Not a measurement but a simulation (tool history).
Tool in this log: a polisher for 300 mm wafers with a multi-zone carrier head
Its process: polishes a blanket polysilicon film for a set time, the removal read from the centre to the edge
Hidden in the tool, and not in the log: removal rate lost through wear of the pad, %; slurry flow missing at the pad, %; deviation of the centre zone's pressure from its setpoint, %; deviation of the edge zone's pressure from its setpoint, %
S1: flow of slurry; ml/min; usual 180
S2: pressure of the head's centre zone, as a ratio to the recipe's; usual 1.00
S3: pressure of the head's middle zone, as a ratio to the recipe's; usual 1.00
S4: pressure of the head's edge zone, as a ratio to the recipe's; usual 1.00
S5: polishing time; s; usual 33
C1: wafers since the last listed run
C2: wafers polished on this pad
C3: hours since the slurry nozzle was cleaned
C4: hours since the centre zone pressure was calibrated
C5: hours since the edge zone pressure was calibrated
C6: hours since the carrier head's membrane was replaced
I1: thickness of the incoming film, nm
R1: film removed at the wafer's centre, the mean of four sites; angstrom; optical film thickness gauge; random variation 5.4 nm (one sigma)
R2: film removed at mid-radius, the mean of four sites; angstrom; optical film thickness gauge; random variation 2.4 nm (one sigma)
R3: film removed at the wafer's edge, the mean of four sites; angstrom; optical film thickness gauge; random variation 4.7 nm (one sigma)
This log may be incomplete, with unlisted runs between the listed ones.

run	hour	S1	S2	S3	S4	S5	C1	C2	C3	C4	C5	C6	I1	R1	R2	R3
1	0.0	180	1.00	1.00	1.00	33	0	2578	65.2	101.8	549.6	723.8	1741.2	3599	3749	3773
2	39.2	180	1.00	1.00	1.00	33	509	3087	104.4	141.0	588.8	763.0	1683.6	3516	3674	3761
3	80.6	180	1.00	1.00	1.00	33	538	3625	145.8	182.4	630.2	804.4	1716.2	3371	3683	3703
4	140.5	180	1.00	1.00	1.00	33	778	4404	205.7	242.3	690.1	864.3	1708.5	3425	3594	3698
# hour 185.2: worn pad replaced by a new one
5	198.9	180	1.00	1.00	1.00	33	707	177	264.1	300.7	748.5	922.7	1730.7	3325	3594	3637
# hour 253.7: slurry nozzle cleaned
6	266.6	180	1.00	1.00	1.00	33	866	1044	12.9	368.4	816.2	990.4	1701.3	3621	3896	3916
7	313.2	180	1.00	0.94	0.96	33	605	1650	59.5	415.0	862.8	1037.0	1708.2	3430	3592	3718
8	344.3	145	1.00	0.91	1.00	33	404	2054	90.6	446.1	893.9	1068.1	1707.9	3226	3316	3623
9	383.5	180	1.00	1.00	1.00	33	509	2564	129.8	485.3	933.1	1107.3	1691.5	3299	3667	3781
# hour 402.1: edge zone pressure recalibrated
10	436.4	180	1.00	1.00	1.08	38	661	3225	182.7	538.2	34.3	1160.2	1686.9	3796	4166	4418
11	478.4	180	1.00	1.00	1.00	33	545	3771	224.7	580.2	76.3	1202.2	1730.0	3218	3573	3701
12	535.3	215	1.00	1.00	0.94	28	739	4511	281.6	637.1	133.2	1259.1	1709.2	2814	3158	3201
# hour 559.4: slurry nozzle cleaned
# hour 561.4: worn pad replaced by a new one
# hour 576.9: carrier head's membrane replaced by a new one
13	589.3	230	0.92	1.00	1.09	33	597	297	29.9	691.1	187.2	12.4	1701.9	3213	3941	4000
14	738.2	180	1.00	1.00	0.92	33	1935	2232	178.8	840.0	336.1	161.3	1734.7	3134	3644	3638
15	772.3	130	1.00	1.11	1.00	33	443	2675	212.9	874.1	370.2	195.4	1735.4	2910	3723	3506
# hour 794.6: centre zone pressure recalibrated
16	813.4	180	1.00	1.00	1.11	33	508	3184	254.0	18.8	411.3	236.5	1711.5	3475	3601	3805
17	866.6	180	1.00	1.00	1.00	33	691	3875	307.2	72.0	464.5	289.7	1699.8	3483	3620	3757
# hour 888.7: slurry nozzle cleaned
18	934.0	180	1.00	1.00	1.00	33	863	4738	45.3	139.4	531.9	357.1	1737.6	3707	3781	3825
# hour 939.4: worn pad replaced by a new one
19	977.5	180	1.00	1.00	1.00	39	513	495	88.8	182.9	575.4	400.6	1743.0	4193	4372	4480
20	1046.7	230	1.00	1.00	1.00	40	899	1395	158.0	252.1	644.6	469.8	1734.3	4489	4537	4589
21	1085.8	205	1.00	1.00	1.00	33	508	1903	197.1	291.2	683.7	508.9	1729.9	3445	3713	3747
22	1155.1	180	1.00	1.00	1.00	33	900	2804	266.4	360.5	753.0	578.2	1724.3	3227	3611	3759

The tool's hidden state at each run:
removal rate lost through wear of the pad, %: 0 across all the runs
deviation of the edge zone's pressure from its setpoint, %: 0 across all the runs
H1: slurry flow missing at the pad, %
H2: deviation of the centre zone's pressure from its setpoint, %
run	H1	H2
1	21.5	-1.1
2	27.7	-1.6
3	32.4	-2.14
4	36.7	-2.91
5	39.2	-3.66
6	5.6	-4.53
7	17.1	-5.13
8	22.6	-5.53
9	27.6	-6.04
10	32.1	-6.72
11	34.4	-7.26
12	36.5	-8
13	9.5	-8.69
14	31	-10.6
15	33	-11.1
16	34.7	-0.546
17	36.2	-1.23
18	14.9	-2.1
19	23.1	-2.66
20	31.1	-3.55
21	33.8	-4.06
22	36.9	-4.95

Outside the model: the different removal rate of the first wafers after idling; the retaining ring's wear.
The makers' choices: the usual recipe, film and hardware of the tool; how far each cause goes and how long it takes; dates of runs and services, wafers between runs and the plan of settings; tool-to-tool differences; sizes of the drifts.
